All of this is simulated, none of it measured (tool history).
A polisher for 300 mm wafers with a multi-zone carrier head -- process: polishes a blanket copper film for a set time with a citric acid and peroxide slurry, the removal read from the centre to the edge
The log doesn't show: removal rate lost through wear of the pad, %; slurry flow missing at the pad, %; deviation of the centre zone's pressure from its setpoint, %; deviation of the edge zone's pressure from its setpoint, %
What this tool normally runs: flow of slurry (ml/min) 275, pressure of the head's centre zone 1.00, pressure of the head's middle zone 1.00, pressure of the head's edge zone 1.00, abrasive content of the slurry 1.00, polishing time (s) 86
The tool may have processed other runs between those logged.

run	hour	flow of slurry (ml/min)	pressure of the head's centre zone	pressure of the head's middle zone	pressure of the head's edge zone	abrasive content of the slurry	polishing time (s)	wafers since the last listed run	wafers polished on this pad	hours since the slurry nozzle was cleaned	hours since the centre zone pressure was calibrated	hours since the edge zone pressure was calibrated	hours since the carrier head's membrane was replaced	incoming thickness of the incoming film, nm	film removed at the wafer's centre (angstrom)	film removed at mid-radius (angstrom)	film removed at the wafer's edge (angstrom)
1	0.0	275	1.00	1.00	1.00	1.00	65	0	773	351.9	334.5	299.2	46.8	532.0	1413	1445	1440
# hour 21.7: centre zone pressure recalibrated
# hour 22.5: edge zone pressure recalibrated
2	69.7	275	1.00	1.00	1.00	1.00	65	354	1128	421.6	48.0	47.2	116.5	520.8	1402	1429	1432
# hour 83.9: worn pad replaced by a new one
3	101.2	275	1.00	1.00	1.00	1.00	65	145	91	453.1	79.5	78.7	148.0	530.3	1386	1415	1425
# hour 129.9: slurry nozzle cleaned
4	150.2	275	1.00	1.00	1.00	1.00	86	254	346	20.3	128.5	127.7	197.0	526.9	1942	1943	1926
5	182.1	275	1.00	1.00	1.00	1.00	86	169	515	52.2	160.4	159.6	228.9	530.1	1920	1953	1953
6	219.2	275	0.95	1.00	1.00	1.00	86	196	712	89.3	197.5	196.7	266.0	537.6	1840	1942	1934
7	250.0	275	0.95	1.00	1.00	1.00	86	163	876	120.1	228.3	227.5	296.8	537.5	1809	1923	1924
# hour 275.4: worn pad replaced by a new one
8	305.7	275	1.00	1.00	1.00	1.00	86	274	160	175.8	284.0	283.2	352.5	538.1	1905	1890	1897
9	354.7	275	0.97	0.95	1.00	1.00	86	260	420	224.8	333.0	332.2	401.5	533.0	1846	1819	1903
# hour 375.8: edge zone pressure recalibrated
# hour 393.0: centre zone pressure recalibrated
10	402.1	275	1.00	1.00	1.00	1.00	57	230	651	272.2	9.1	26.3	448.9	525.3	1254	1276	1248
11	452.1	355	0.95	1.04	1.00	1.00	86	265	916	322.2	59.1	76.3	498.9	531.6	1850	1997	1938
# hour 481.8: worn pad replaced by a new one
# hour 504.8: carrier head's membrane replaced by a new one
12	505.3	275	0.95	1.00	1.00	1.00	86	234	98	375.4	112.3	129.5	0.5	536.9	1762	1915	1881
13	530.8	275	1.00	1.03	0.94	1.00	86	135	233	400.9	137.8	155.0	26.0	530.1	1845	1896	1826
14	586.3	275	1.00	1.00	1.00	1.15	86	294	528	456.4	193.3	210.5	81.5	537.6	1921	1940	1932
15	643.2	275	1.00	1.05	1.00	1.00	86	302	830	513.3	250.2	267.4	138.4	526.1	1877	1937	1878
# hour 661.7: worn pad replaced by a new one
# hour 678.9: edge zone pressure recalibrated
# hour 681.2: centre zone pressure recalibrated
# hour 699.1: slurry nozzle cleaned
16	845.3	275	1.00	1.00	1.00	1.00	86	1025	948	146.2	164.1	166.4	340.5	530.7	1885	1917	1897
# hour 876.7: worn pad replaced by a new one
17	889.7	275	1.00	1.05	1.00	1.00	86	214	68	190.6	208.5	210.8	384.9	529.4	1871	1960	1906

3 ways to go on from here, each from the tool as it stands after run 17. What would each give?
A	890.1	275	1.00	1.00	1.04	1.00	86	2	71	191.0	208.9	211.2	385.3	534.0	?	?	?
B	890.1	230	1.00	0.90	1.00	1.30	86	2	71	191.0	208.9	211.2	385.3	534.0	?	?	?
C	890.1	275	1.00	1.00	1.00	1.00	60	2	71	191.0	208.9	211.2	385.3	534.0	?	?	?

run	film removed at the wafer's centre (angstrom)	film removed at mid-radius (angstrom)	film removed at the wafer's edge (angstrom)
A	1878	1916	1939
B	1942	1819	1984
C	1310	1337	1328
Stripped of hidden state, with their random variation kept, the same runs would have yielded:
run	film removed at the wafer's centre (angstrom)	film removed at mid-radius (angstrom)	film removed at the wafer's edge (angstrom)
A	1942	1975	1984
B	2017	1882	2035
C	1355	1378	1358
